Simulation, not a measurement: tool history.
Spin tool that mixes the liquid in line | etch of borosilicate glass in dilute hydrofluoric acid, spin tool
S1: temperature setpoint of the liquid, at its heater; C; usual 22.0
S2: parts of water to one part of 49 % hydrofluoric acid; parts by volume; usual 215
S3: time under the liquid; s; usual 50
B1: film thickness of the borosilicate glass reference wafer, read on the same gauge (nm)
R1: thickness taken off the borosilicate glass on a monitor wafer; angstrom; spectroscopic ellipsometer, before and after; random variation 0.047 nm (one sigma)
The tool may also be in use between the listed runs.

| run | hour | S1 | S2 | S3 | B1 | R1 |
|---|---|---|---|---|---|---|
| 1 | 0.0 | 22.0 | 215 | 50 | 140.00 | 46.5 |
| 2 | 10.6 | 22.0 | 215 | 50 | 139.97 | 46.6 |
| 3 | 59.2 | 22.0 | 215 | 65 | 140.00 | 60.2 |
| 4 | 69.8 | 22.0 | 215 | 65 | 139.99 | 60.1 |
| 5 | 80.1 | 22.0 | 215 | 65 | 139.98 | 59.0 |
| 6 | 94.3 | 22.0 | 215 | 50 | 140.02 | 45.7 |
| 7 | 103.2 | 22.0 | 215 | 50 | 140.00 | 44.9 |
| 8 | 117.8 | 22.0 | 215 | 50 | 140.01 | 45.6 |
| 9 | 125.4 | 22.0 | 215 | 50 | 139.99 | 45.6 |
| 10 | 141.7 | 22.0 | 215 | 75 | 140.00 | 68.3 |
| 11 | 148.5 | 22.0 | 215 | 75 | 140.02 | 69.0 |
| 12 | 155.1 | 22.0 | 215 | 75 | 140.01 | 69.2 |
|  | 156.4 | thermometer replaced |
| 13 | 165.9 | 22.0 | 215 | 65 | 140.01 | 63.4 |
| 14 | 177.8 | 22.0 | 215 | 50 | 140.00 | 49.2 |
| 15 | 195.2 | 22.0 | 215 | 60 | 139.99 | 59.0 |
| 16 | 201.4 | 26.5 | 215 | 40 | 140.01 | 46.7 |
|  | 204.2 | gauge calibrated |
| 17 | 212.3 | 22.0 | 215 | 50 | 139.99 | 49.2 |
| 18 | 219.5 | 24.0 | 215 | 50 | 139.99 | 53.9 |
| 19 | 233.8 | 22.0 | 215 | 50 | 140.02 | 50.0 |
| 20 | 243.5 | 23.5 | 215 | 25 | 140.01 | 26.1 |
| 21 | 251.6 | 22.0 | 215 | 50 | 139.99 | 49.5 |
|  | 253.2 | hydrofluoric acid flow meter replaced |
| 22 | 259.3 | 22.0 | 215 | 50 | 140.00 | 48.7 |
| 23 | 277.0 | 22.0 | 280 | 50 | 140.02 | 36.0 |
| 24 | 285.7 | 24.0 | 170 | 50 | 140.00 | 70.7 |
| 25 | 292.4 | 25.5 | 315 | 80 | 140.00 | 55.2 |
| 26 | 300.4 | 22.0 | 160 | 75 | 140.00 | 104.0 |
| 27 | 308.5 | 18.5 | 170 | 70 | 140.00 | 77.5 |
| 28 | 314.9 | 22.0 | 310 | 50 | 140.00 | 30.5 |
| 29 | 329.0 | 25.5 | 215 | 50 | 140.00 | 55.0 |
| 30 | 335.8 | 22.0 | 215 | 50 | 140.01 | 48.9 |
| 31 | 352.3 | 22.0 | 215 | 50 | 140.01 | 47.3 |
| 32 | 367.7 | 23.5 | 275 | 30 | 139.99 | 22.0 |

Forecast each of these 5 alternatives for the next run:
| A | 368.1 | 22.0 | 130 | 50 | ? | ? |
| B | 368.1 | 17.5 | 215 | 50 | ? | ? |
| C | 368.1 | 18.5 | 325 | 30 | ? | ? |
| D | 368.1 | 25.0 | 115 | 40 | ? | ? |
| E | 368.1 | 22.0 | 185 | 40 | ? | ? |

| run | B1 | R1 |
|---|---|---|
| A | 140.01 | 86.2 |
| B | 140.01 | 40.1 |
| C | 140.01 | 15.1 |
| D | 140.01 | 89.3 |
| E | 140.01 | 45.7 |
Without the tool's hidden state the same runs would have given:
| run | R1 |
|---|---|
| A | 91.2 |
| B | 42.4 |
| C | 15.9 |
| D | 94.4 |
| E | 48.3 |
